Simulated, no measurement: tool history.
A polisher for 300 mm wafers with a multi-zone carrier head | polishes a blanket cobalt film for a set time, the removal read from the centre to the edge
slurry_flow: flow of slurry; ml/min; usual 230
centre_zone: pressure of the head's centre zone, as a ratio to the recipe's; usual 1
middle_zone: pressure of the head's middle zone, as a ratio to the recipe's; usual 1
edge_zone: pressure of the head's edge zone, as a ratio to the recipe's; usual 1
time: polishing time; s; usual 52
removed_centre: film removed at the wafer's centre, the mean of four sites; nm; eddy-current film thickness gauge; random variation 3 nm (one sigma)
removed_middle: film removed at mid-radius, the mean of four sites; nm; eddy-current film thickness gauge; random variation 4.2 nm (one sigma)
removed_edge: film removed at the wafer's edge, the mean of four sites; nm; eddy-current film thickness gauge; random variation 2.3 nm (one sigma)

run	hour	slurry_flow	centre_zone	middle_zone	edge_zone	time	incoming thickness of the incoming film, nm	removed_centre	removed_middle	removed_edge
1	0	230	1	1	1	66	1024.6	430.1	454.9	467.7
2	9.7	230	1	1	1	66	1001.6	419.7	466.8	464.8
# hour 20.8: slurry nozzle cleaned
3	23.9	230	1	1	1	52	1030.9	334.2	348.6	361.1
# hour 30.2: centre zone pressure recalibrated
4	32.3	230	1	1	1	52	1017.1	356.7	347.3	354.7
5	45.9	205	1	1	0.96	52	1016.5	347.5	337.4	336.7
# hour 55: worn pad replaced by a new one
# hour 58.8: edge zone pressure recalibrated
6	78.3	230	1.05	1	0.88	52	1017.5	398.4	369.1	357.5
7	86.7	160	0.92	1	1.03	52	1013	328.2	353.7	365.2
8	101.4	280	0.96	1.09	1	52	1007.1	363.1	396.7	377.8
9	110.8	230	1	1	1	47	1028.5	328.3	322.6	327.7
10	121	230	1	1	1	38	1030.5	262	256.4	264.8
11	131.3	155	0.94	1	1	60	1004.5	360.1	374.2	391.6
# hour 139: worn pad replaced by a new one
# hour 143.1: carrier head's membrane replaced by a new one
12	143.6	175	1.1	1	1	52	1033.4	396.3	348.5	367.3
13	153.2	230	0.97	1	1	52	1002.8	366.7	364.4	377.6
14	166	230	1	1	1	52	1027	373.7	367.3	370.4
15	172.4	175	1	1	0.9	52	1007.3	354.1	345.3	343.2
16	182.9	230	1.07	0.89	0.95	59	1015.6	440.7	375.7	403.2
17	189.7	155	0.91	1	1.04	52	1015.5	308.6	339	353
18	200.8	230	1	1	1	52	1010.4	351.2	349.3	355
19	214.3	230	1	1	1	42	1004.2	284.6	271.4	282
# hour 234.6: worn pad replaced by a new one
20	235.1	230	1	0.96	1	52	1021.7	371.5	361.8	374.1
21	248.8	230	1	1	1	42	1001.6	305.6	293.5	305.3
22	259.8	230	1	1	1	52	1042	370.2	369.4	370.4
23	274.1	230	1	1	1	52	1030.2	366	360.8	373.7

Forecast each of these 3 alternatives for the next run:
A	274.5	230	1	1	1	52	1015.2	?	?	?
B	274.5	230	1	0.91	1	52	1015.2	?	?	?
C	274.5	230	1	0.96	0.97	60	1015.2	?	?	?

run	removed_centre	removed_middle	removed_edge
A	363.9	360.9	369.8
B	363.7	339.5	370.1
C	419.7	405.4	421.5
Without the tool's hidden state the same runs would have given:
run	removed_centre	removed_middle	removed_edge
A	372.4	370.2	379.3
B	372.2	348.3	379.6
C	429.6	415.9	432.4
